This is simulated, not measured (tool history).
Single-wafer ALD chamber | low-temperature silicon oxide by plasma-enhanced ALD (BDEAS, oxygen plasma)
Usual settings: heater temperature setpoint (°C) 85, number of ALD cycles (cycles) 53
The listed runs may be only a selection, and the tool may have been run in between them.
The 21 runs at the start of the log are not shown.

run	hour	heater temperature setpoint (°C)	number of ALD cycles (cycles)	read-back reference wafer on the same gauge, thickness_nm	mean film thickness on the monitor wafer (angstrom)
# hour 311.8: gauge calibrated
22	320.1	74	48	7.704	70.63
23	327.4	85	53	7.698	74.57
24	340.2	95	43	7.693	57.87
25	350.5	85	44	7.681	61.69
26	366.2	97	53	7.668	70.62
27	374.1	85	49	7.663	68.56
28	391.2	85	53	7.659	73.96
29	398.8	98	63	7.653	83.21
30	410.7	89	48	7.645	65.88
31	425.1	71	64	7.64	93.98
32	440.2	85	56	7.627	77.68
33	457.3	85	43	7.625	59.76
34	466.3	80	60	7.618	85.05
35	472.6	74	60	7.614	86.93

Alternative continuations, all from the tool just after run 35; predict every row:
A	473.1	85	53	?	?
B	473.1	71	44	?	?
C	473.1	75	44	?	?
D	473.1	77	56	?	?

run	read-back reference wafer on the same gauge, thickness_nm	mean film thickness on the monitor wafer (angstrom)
A	7.612	73.54
B	7.612	64.3
C	7.612	63.37
D	7.612	80.06
With the hidden condition removed and each run's random variation left untouched, the same runs would have given:
run	mean film thickness on the monitor wafer (angstrom)
A	74.65
B	65.26
C	64.32
D	81.27
